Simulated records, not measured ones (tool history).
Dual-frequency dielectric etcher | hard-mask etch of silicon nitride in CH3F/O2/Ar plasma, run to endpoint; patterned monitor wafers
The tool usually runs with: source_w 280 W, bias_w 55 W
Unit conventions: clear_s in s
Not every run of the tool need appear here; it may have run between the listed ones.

run   hour  source_w  bias_w  incoming incoming film thickness, nm  clear_s
  1    0.0       280      66                                 34.16     53.8
  2   11.4       280      66                                 34.02     53.5
  3   29.1       260      55                                 34.60     60.6
  4   40.7       260      55                                 33.91     59.2
  5   56.7       280      59                                 34.32     56.4
  6  102.2       280      59                                 34.03     55.5
  7  119.2       280      59                                 34.56     56.7
  8  127.3       280      55                                 34.15     57.4
     141.3  -- bias power generator calibrated
  9  144.8       280      55                                 34.19     57.5
     177.7  -- wet clean of the chamber
 10  178.2       280      50                                 34.33     61.1
 11  178.5       240      50                                 34.63     65.5
 12  179.5       280      55                                 34.55     59.2
 13  195.7       280      55                                 33.91     58.1
     231.7  -- source power generator calibrated
     233.1  -- upper electrode replaced
 14  233.6       280      59                                 34.16     57.0
 15  233.9       280      55                                 34.23     58.7
 16  243.4       220      60                                 34.12     62.3
 17  253.8       330      55                                 34.34     54.9
 18  265.2       330      49                                 34.35     57.3
 19  271.5       280      61                                 34.46     56.6
 20  279.9       310      66                                 34.42     52.7
 21  296.1       220      63                                 34.31     61.0
 22  308.6       280      62                                 34.56     56.2
 23  324.0       250      55                                 34.26     60.9
 24  337.0       230      55                                 34.24     63.2
 25  343.4       230      66                                 33.98     58.5
 26  351.4       280      55                                 34.05     58.0
 27  367.3       240      55                                 34.66     62.8

Forecast each of these 5 alternatives for the next run:
  A  367.7       220      55                                 34.21        ?
  B  367.7       310      69                                 34.21        ?
  C  367.7       240      47                                 34.21        ?
  D  367.7       240      65                                 34.21        ?
  E  367.7       280      68                                 34.21        ?

run  clear_s
  A     64.3
  B     51.1
  C     66.0
  D     58.0
  E     53.5
Had the tool no hidden state, the same runs would have come out as:
run  clear_s
  A     64.6
  B     51.4
  C     66.3
  D     58.3
  E     53.8
